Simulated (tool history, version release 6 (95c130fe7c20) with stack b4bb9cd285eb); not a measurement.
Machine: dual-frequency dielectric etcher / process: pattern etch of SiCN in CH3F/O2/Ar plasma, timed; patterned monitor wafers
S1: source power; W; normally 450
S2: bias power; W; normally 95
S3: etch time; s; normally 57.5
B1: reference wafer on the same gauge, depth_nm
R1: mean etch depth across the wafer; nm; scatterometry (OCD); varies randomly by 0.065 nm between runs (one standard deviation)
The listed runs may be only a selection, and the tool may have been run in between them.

| run | hour | S1 | S2 | S3 | B1 | R1 |
|---|---|---|---|---|---|---|
| 1 | 0.0 | 450 | 95 | 57.5 | 21.20 | 24.62 |
| 2 | 16.6 | 450 | 95 | 57.5 | 21.20 | 24.87 |
|  | 21.4 | gauge calibrated |
| 3 | 23.1 | 450 | 95 | 57.5 | 21.20 | 24.81 |
| 4 | 32.7 | 450 | 95 | 57.5 | 21.19 | 24.69 |
| 5 | 44.3 | 450 | 95 | 57.5 | 21.19 | 24.74 |
| 6 | 54.9 | 540 | 95 | 57.5 | 21.21 | 25.75 |
| 7 | 66.0 | 540 | 95 | 57.5 | 21.20 | 25.76 |
| 8 | 83.7 | 540 | 95 | 57.5 | 21.20 | 25.70 |
| 9 | 98.7 | 450 | 95 | 57.5 | 21.20 | 24.62 |
|  | 107.3 | source power generator calibrated |
| 10 | 113.4 | 450 | 95 | 57.5 | 21.21 | 24.62 |
| 11 | 127.3 | 540 | 95 | 63.0 | 21.20 | 28.21 |
|  | 162.6 | wet clean of the chamber |
| 12 | 163.1 | 350 | 89 | 72.5 | 21.20 | 29.56 |
| 13 | 163.4 | 380 | 117 | 48.5 | 21.19 | 22.68 |
| 14 | 163.7 | 450 | 77 | 57.5 | 21.18 | 23.05 |
| 15 | 166.1 | 510 | 95 | 72.0 | 21.20 | 32.65 |
|  | 192.8 | upper electrode replaced |
| 16 | 193.3 | 410 | 75 | 41.0 | 21.21 | 15.93 |
| 17 | 193.7 | 450 | 95 | 57.5 | 21.19 | 25.43 |
| 18 | 206.1 | 450 | 77 | 57.5 | 21.19 | 23.09 |
| 19 | 213.4 | 520 | 115 | 57.5 | 21.19 | 28.46 |
| 20 | 224.9 | 450 | 95 | 64.5 | 21.20 | 28.34 |
| 21 | 231.6 | 450 | 95 | 57.5 | 21.20 | 25.28 |
|  | 240.4 | bias power generator calibrated |
| 22 | 280.8 | 550 | 112 | 48.5 | 21.20 | 24.14 |
| 23 | 326.3 | 350 | 95 | 73.5 | 21.20 | 30.65 |
| 24 | 335.0 | 450 | 72 | 71.0 | 21.21 | 27.58 |
| 25 | 351.7 | 390 | 95 | 51.5 | 21.20 | 21.91 |
| 26 | 366.7 | 450 | 95 | 57.5 | 21.19 | 25.14 |
| 27 | 373.5 | 450 | 95 | 57.5 | 21.21 | 25.11 |
| 28 | 385.8 | 550 | 72 | 57.5 | 21.21 | 23.35 |
| 29 | 402.9 | 340 | 95 | 74.5 | 21.20 | 30.91 |
| 30 | 411.1 | 450 | 102 | 40.5 | 21.20 | 18.23 |

The logged runs with the hidden state left out (each run's random variation unchanged):
The tool's hidden condition here consists of: etch rate over this chamber's usual, %; source power that arrives over what is set, %; bias power that arrives over what is set, %; gauge reads high (%).
| run | R1 |
|---|---|
| 1 | 25.18 |
| 2 | 25.45 |
| 3 | 25.40 |
| 4 | 25.29 |
| 5 | 25.35 |
| 6 | 26.40 |
| 7 | 26.43 |
| 8 | 26.38 |
| 9 | 25.29 |
| 10 | 25.31 |
| 11 | 29.01 |
| 12 | 29.46 |
| 13 | 22.61 |
| 14 | 22.98 |
| 15 | 32.56 |
| 16 | 15.90 |
| 17 | 25.39 |
| 18 | 23.06 |
| 19 | 28.44 |
| 20 | 28.32 |
| 21 | 25.27 |
| 22 | 24.19 |
| 23 | 30.78 |
| 24 | 27.71 |
| 25 | 22.03 |
| 26 | 25.29 |
| 27 | 25.27 |
| 28 | 23.51 |
| 29 | 31.15 |
| 30 | 18.37 |

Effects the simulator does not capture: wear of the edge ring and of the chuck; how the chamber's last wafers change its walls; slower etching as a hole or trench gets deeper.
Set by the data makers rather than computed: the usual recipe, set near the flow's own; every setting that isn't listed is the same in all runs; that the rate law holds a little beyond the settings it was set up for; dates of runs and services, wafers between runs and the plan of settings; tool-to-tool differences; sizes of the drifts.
